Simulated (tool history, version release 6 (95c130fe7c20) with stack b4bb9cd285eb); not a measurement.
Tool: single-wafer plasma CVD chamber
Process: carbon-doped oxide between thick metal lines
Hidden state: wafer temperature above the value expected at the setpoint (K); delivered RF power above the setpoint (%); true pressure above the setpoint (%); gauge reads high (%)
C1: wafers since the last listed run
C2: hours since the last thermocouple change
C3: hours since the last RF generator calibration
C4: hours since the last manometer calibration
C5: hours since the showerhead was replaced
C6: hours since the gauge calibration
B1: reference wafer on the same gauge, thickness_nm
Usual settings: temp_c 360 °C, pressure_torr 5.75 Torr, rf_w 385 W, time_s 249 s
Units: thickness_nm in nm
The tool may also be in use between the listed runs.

{"run": 1, "hour": 0.0, "temp_c": 360, "pressure_torr": 5.75, "rf_w": 385, "time_s": 249, "C1": 0, "C2": 1066, "C3": 1938, "C4": 719.4, "C5": 2346.5, "C6": 809.2, "B1": 1128.456, "thickness_nm": 1098.557}
{"run": 2, "hour": 15.1, "temp_c": 360, "pressure_torr": 5.75, "rf_w": 385, "time_s": 249, "C1": 140, "C2": 1081.1, "C3": 1953.1, "C4": 734.5, "C5": 2361.6, "C6": 824.3, "B1": 1130.36, "thickness_nm": 1091.076}
{"run": 3, "hour": 32.4, "temp_c": 360, "pressure_torr": 5.75, "rf_w": 385, "time_s": 249, "C1": 160, "C2": 1098.4, "C3": 1970.4, "C4": 751.8, "C5": 2378.9, "C6": 841.6, "B1": 1130.424, "thickness_nm": 1096.525}
{"run": 4, "hour": 64.2, "temp_c": 360, "pressure_torr": 5.75, "rf_w": 385, "time_s": 249, "C1": 295, "C2": 1130.2, "C3": 2002.2, "C4": 783.6, "C5": 2410.7, "C6": 873.4, "B1": 1129.939, "thickness_nm": 1088.087}
{"hour": 73.9, "done": "showerhead replaced"}
{"run": 5, "hour": 99.3, "temp_c": 360, "pressure_torr": 5.75, "rf_w": 370, "time_s": 249, "C1": 252, "C2": 1165.3, "C3": 2037.3, "C4": 818.7, "C5": 25.4, "C6": 908.5, "B1": 1128.419, "thickness_nm": 1067.327}
{"run": 6, "hour": 112.2, "temp_c": 360, "pressure_torr": 5.75, "rf_w": 370, "time_s": 249, "C1": 119, "C2": 1178.2, "C3": 2050.2, "C4": 831.6, "C5": 38.3, "C6": 921.4, "B1": 1130.105, "thickness_nm": 1068.078}
{"run": 7, "hour": 136.4, "temp_c": 355, "pressure_torr": 5.75, "rf_w": 385, "time_s": 285, "C1": 225, "C2": 1202.4, "C3": 2074.4, "C4": 855.8, "C5": 62.5, "C6": 945.6, "B1": 1129.972, "thickness_nm": 1269.607}
{"hour": 158.3, "done": "thermocouple changed; heater temperature recalibrated"}
{"run": 8, "hour": 158.8, "temp_c": 360, "pressure_torr": 5.75, "rf_w": 460, "time_s": 249, "C1": 133, "C2": 0.5, "C3": 2096.8, "C4": 878.2, "C5": 84.9, "C6": 968, "B1": 1131.808, "thickness_nm": 1224.663}
{"run": 9, "hour": 172.9, "temp_c": 360, "pressure_torr": 5.75, "rf_w": 320, "time_s": 249, "C1": 131, "C2": 14.6, "C3": 2110.9, "C4": 892.3, "C5": 99, "C6": 982.1, "B1": 1130.836, "thickness_nm": 961.585}
{"run": 10, "hour": 194.0, "temp_c": 350, "pressure_torr": 7.02, "rf_w": 320, "time_s": 220, "C1": 196, "C2": 35.7, "C3": 2132, "C4": 913.4, "C5": 120.1, "C6": 1003.2, "B1": 1129.015, "thickness_nm": 881.499}
{"run": 11, "hour": 215.2, "temp_c": 366, "pressure_torr": 5.75, "rf_w": 385, "time_s": 249, "C1": 197, "C2": 56.9, "C3": 2153.2, "C4": 934.6, "C5": 141.3, "C6": 1024.4, "B1": 1129.763, "thickness_nm": 1069.635}
{"run": 12, "hour": 227.7, "temp_c": 360, "pressure_torr": 5.75, "rf_w": 385, "time_s": 249, "C1": 116, "C2": 69.4, "C3": 2165.7, "C4": 947.1, "C5": 153.8, "C6": 1036.9, "B1": 1130.181, "thickness_nm": 1089.606}
{"run": 13, "hour": 246.3, "temp_c": 365, "pressure_torr": 5.02, "rf_w": 310, "time_s": 236, "C1": 172, "C2": 88, "C3": 2184.3, "C4": 965.7, "C5": 172.4, "C6": 1055.5, "B1": 1129.8, "thickness_nm": 858.849}
{"hour": 250.4, "done": "gauge calibrated"}
{"run": 14, "hour": 275.7, "temp_c": 374, "pressure_torr": 5.18, "rf_w": 325, "time_s": 275, "C1": 273, "C2": 117.4, "C3": 2213.7, "C4": 995.1, "C5": 201.8, "C6": 25.3, "B1": 1129.921, "thickness_nm": 1021.962}
{"run": 15, "hour": 303.0, "temp_c": 360, "pressure_torr": 5.75, "rf_w": 385, "time_s": 249, "C1": 253, "C2": 144.7, "C3": 2241, "C4": 1022.4, "C5": 229.1, "C6": 52.6, "B1": 1131.531, "thickness_nm": 1082.131}
{"run": 16, "hour": 336.6, "temp_c": 372, "pressure_torr": 5.11, "rf_w": 430, "time_s": 284, "C1": 312, "C2": 178.3, "C3": 2274.6, "C4": 1056, "C5": 262.7, "C6": 86.2, "B1": 1129.003, "thickness_nm": 1280.152}
{"run": 17, "hour": 353.5, "temp_c": 360, "pressure_torr": 5.75, "rf_w": 385, "time_s": 287, "C1": 157, "C2": 195.2, "C3": 2291.5, "C4": 1072.9, "C5": 279.6, "C6": 103.1, "B1": 1129.396, "thickness_nm": 1240.599}
{"hour": 366.0, "done": "thermocouple changed; heater temperature recalibrated, repeated, since the last time left the tool worse"}
{"run": 18, "hour": 383.6, "temp_c": 360, "pressure_torr": 5.75, "rf_w": 385, "time_s": 249, "C1": 205, "C2": 17.6, "C3": 2321.6, "C4": 1103, "C5": 309.7, "C6": 133.2, "B1": 1130.412, "thickness_nm": 1103.552}
{"run": 19, "hour": 399.4, "temp_c": 360, "pressure_torr": 6.56, "rf_w": 320, "time_s": 277, "C1": 146, "C2": 33.4, "C3": 2337.4, "C4": 1118.8, "C5": 325.5, "C6": 149, "B1": 1131.293, "thickness_nm": 1102.638}
{"hour": 411.3, "done": "capacitance manometer re-zeroed and calibrated"}
{"hour": 414.6, "done": "RF generator calibrated"}
{"run": 20, "hour": 428.2, "temp_c": 360, "pressure_torr": 5.75, "rf_w": 385, "time_s": 227, "C1": 162, "C2": 62.2, "C3": 13.6, "C4": 16.9, "C5": 354.3, "C6": 177.8, "B1": 1130.621, "thickness_nm": 1006.464}
{"run": 21, "hour": 443.5, "temp_c": 360, "pressure_torr": 6.42, "rf_w": 365, "time_s": 249, "C1": 142, "C2": 77.5, "C3": 28.9, "C4": 32.2, "C5": 369.6, "C6": 193.1, "B1": 1129.655, "thickness_nm": 1073.031}
{"run": 22, "hour": 478.9, "temp_c": 360, "pressure_torr": 5.75, "rf_w": 385, "time_s": 249, "C1": 329, "C2": 112.9, "C3": 64.3, "C4": 67.6, "C5": 405, "C6": 228.5, "B1": 1128.405, "thickness_nm": 1101.57}
{"run": 23, "hour": 509.8, "temp_c": 360, "pressure_torr": 4.47, "rf_w": 385, "time_s": 216, "C1": 287, "C2": 143.8, "C3": 95.2, "C4": 98.5, "C5": 435.9, "C6": 259.4, "B1": 1127.237, "thickness_nm": 932.755}
{"run": 24, "hour": 525.2, "temp_c": 364, "pressure_torr": 5.16, "rf_w": 385, "time_s": 249, "C1": 143, "C2": 159.2, "C3": 110.6, "C4": 113.9, "C5": 451.3, "C6": 274.8, "B1": 1129.936, "thickness_nm": 1077.092}
{"run": 25, "hour": 551.9, "temp_c": 360, "pressure_torr": 5.75, "rf_w": 445, "time_s": 209, "C1": 248, "C2": 185.9, "C3": 137.3, "C4": 140.6, "C5": 478, "C6": 301.5, "B1": 1128.926, "thickness_nm": 1024.543}
{"run": 26, "hour": 582.1, "temp_c": 360, "pressure_torr": 5.75, "rf_w": 385, "time_s": 249, "C1": 280, "C2": 216.1, "C3": 167.5, "C4": 170.8, "C5": 508.2, "C6": 331.7, "B1": 1129.551, "thickness_nm": 1104.923}
{"run": 27, "hour": 602.2, "temp_c": 360, "pressure_torr": 5.75, "rf_w": 385, "time_s": 249, "C1": 186, "C2": 236.2, "C3": 187.6, "C4": 190.9, "C5": 528.3, "C6": 351.8, "B1": 1129.792, "thickness_nm": 1099.353}
{"run": 28, "hour": 625.3, "temp_c": 360, "pressure_torr": 5.03, "rf_w": 385, "time_s": 221, "C1": 214, "C2": 259.3, "C3": 210.7, "C4": 214, "C5": 551.4, "C6": 374.9, "B1": 1129.337, "thickness_nm": 957.159}
{"run": 29, "hour": 647.6, "temp_c": 369, "pressure_torr": 6.4, "rf_w": 385, "time_s": 249, "C1": 207, "C2": 281.6, "C3": 233, "C4": 236.3, "C5": 573.7, "C6": 397.2, "B1": 1130.066, "thickness_nm": 1086.043}

How the hidden state differs across the entries between the runs, from the last listed run before each to the first after it:
Between runs 4 and 5: showerhead replaced (hour 73.9)
  wafer temperature above the value expected at the setpoint (K): 4.09 -> 4.11
  measured less the result without the state, thickness_nm: -11.294 -> -11.15 nm
Between runs 7 and 8: thermocouple changed; heater temperature recalibrated (hour 158.3)
  wafer temperature above the value expected at the setpoint (K): 4.14 -> 6.24
  measured less the result without the state, thickness_nm: -14.598 -> -19.374 nm
Between runs 13 and 14: gauge calibrated (hour 250.4)
  wafer temperature above the value expected at the setpoint (K): 6.99 -> 7.21
  measured less the result without the state, thickness_nm: -14.475 -> -15.817 nm
Between runs 17 and 18: thermocouple changed; heater temperature recalibrated, repeated, since the last time left the tool worse (hour 366)
  wafer temperature above the value expected at the setpoint (K): 7.73 -> -0.326
  measured less the result without the state, thickness_nm: -24.294 -> +0.985 nm
Between runs 19 and 20: capacitance manometer re-zeroed and calibrated (hour 411.3); RF generator calibrated (hour 414.6)
  wafer temperature above the value expected at the setpoint (K): -0.186 -> 0.0585
  measured less the result without the state, thickness_nm: +0.559 -> -0.15 nm

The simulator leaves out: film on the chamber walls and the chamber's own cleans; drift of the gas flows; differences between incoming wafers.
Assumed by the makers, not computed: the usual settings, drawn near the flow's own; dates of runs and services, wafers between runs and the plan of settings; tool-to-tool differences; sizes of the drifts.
